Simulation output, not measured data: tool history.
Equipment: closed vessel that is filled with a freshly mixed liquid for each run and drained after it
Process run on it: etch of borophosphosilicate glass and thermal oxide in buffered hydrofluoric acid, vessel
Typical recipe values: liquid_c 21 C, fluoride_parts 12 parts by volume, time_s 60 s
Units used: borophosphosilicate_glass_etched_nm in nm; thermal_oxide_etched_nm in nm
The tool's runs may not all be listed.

run,day,liquid_c,fluoride_parts,time_s,wafers since the last listed run,hours since the thermometer was replaced,hours since the hydrofluoric acid flow meter was replaced,hours since the gauge calibration,"read-back film thickness of the borophosphosilicate glass reference wafer, read on the same gauge (nm)","read-back film thickness of the thermal oxide reference wafer, read on the same gauge (nm)",borophosphosilicate_glass_etched_nm,thermal_oxide_etched_nm
1,0,21,12,60,0,2115,1473.7,225.4,122.38,71.33,80.31,49.7
2,1.367,21,12,60,4118,2147.8,1506.5,258.2,122.55,71.48,80.27,49.7
3,1.929,21,12,60,1695,2161.3,1520,271.7,122.6,71.56,80,49.86
4,6.383,19.5,12,40,13423,2268.2,1626.9,378.6,123.07,71.81,49.47,30.67
# day 7.104: hydrofluoric acid flow meter replaced
5,7.4,21,12,60,2938,2292.6,7.1,403,123.15,71.81,81.04,50.46
6,8.808,21,12,60,4244,2326.4,40.9,436.8,123.21,71.92,81.05,49.95
7,9.983,21,13.5,60,3541,2354.6,69.1,465,123.27,71.94,72.47,44.67
8,10.675,21,13.5,60,2084,2371.2,85.7,481.6,123.26,71.94,72.22,44.61
9,11.879,21,12,60,3628,2400.1,114.6,510.5,123.37,71.97,80.77,49.92
10,12.571,21,10,60,2084,2416.7,131.2,527.1,123.38,71.98,96.65,59.71
11,13.588,21,12,60,3063,2441.1,155.6,551.5,123.45,72.01,81.94,50.06
12,14.696,21,12,60,3340,2467.7,182.2,578.1,123.46,72,81.04,50.06
13,15.783,17,17,80,3277,2493.8,208.3,604.2,123.55,72.04,61.38,37.85
14,16.692,19.5,12,60,2737,2515.6,230.1,626,123.5,72.04,75.14,46
15,17.992,21,12,90,3917,2546.8,261.3,657.2,123.6,72.06,121.96,75.54
16,19.092,21,12,60,3315,2573.2,287.7,683.6,123.64,72.13,81.14,50.23
17,19.612,21,12,60,1569,2585.7,300.2,696.1,123.58,72.12,81.28,50.4
# day 20.071: gauge calibrated
18,21.012,24.5,12,30,4219,2619.3,333.8,22.6,120.84,70.47,47.98,29.77
# day 21.7: thermometer replaced
19,21.879,21,12,60,2486,4.3,354.6,43.4,121.14,70.65,79.37,49.2
20,22.5,24,12,45,1870,19.2,369.5,58.3,121.29,70.76,70.58,43.65
21,23.729,17,10,70,3704,48.7,399,87.8,121.71,70.98,89.11,55.3
22,25.017,19.5,16,95,3880,79.6,429.9,118.7,121.97,71.15,87.62,54.75
23,26.175,21,12,60,3490,107.4,457.7,146.5,122.23,71.29,80.11,49.87
24,27.492,25.5,12,90,3967,139,489.3,178.1,122.43,71.44,154.45,95.54
25,30.417,19,16.5,40,8814,209.2,559.5,248.3,122.93,71.68,35.27,21.71
26,34.704,21,16,40,12921,312.1,662.4,351.2,123.41,71.92,40.64,25.17

Predict each of these 3 candidate next runs independently; none follows another, all start after run 26:
A,34.733,21,12,60,87,312.8,663.1,351.9,?,?,?,?
B,34.733,21,14.5,35,87,312.8,663.1,351.9,?,?,?,?
C,34.733,25,14,60,87,312.8,663.1,351.9,?,?,?,?

run,"read-back film thickness of the borophosphosilicate glass reference wafer, read on the same gauge (nm)","read-back film thickness of the thermal oxide reference wafer, read on the same gauge (nm)",borophosphosilicate_glass_etched_nm,thermal_oxide_etched_nm
A,123.33,71.96,81.28,50.38
B,123.33,71.96,39.34,24.41
C,123.33,71.96,86.78,53.97
What these runs would have given with no unlogged condition in the tool:
run,borophosphosilicate_glass_etched_nm,thermal_oxide_etched_nm
A,79.08,49.02
B,38.27,23.75
C,84.43,52.51
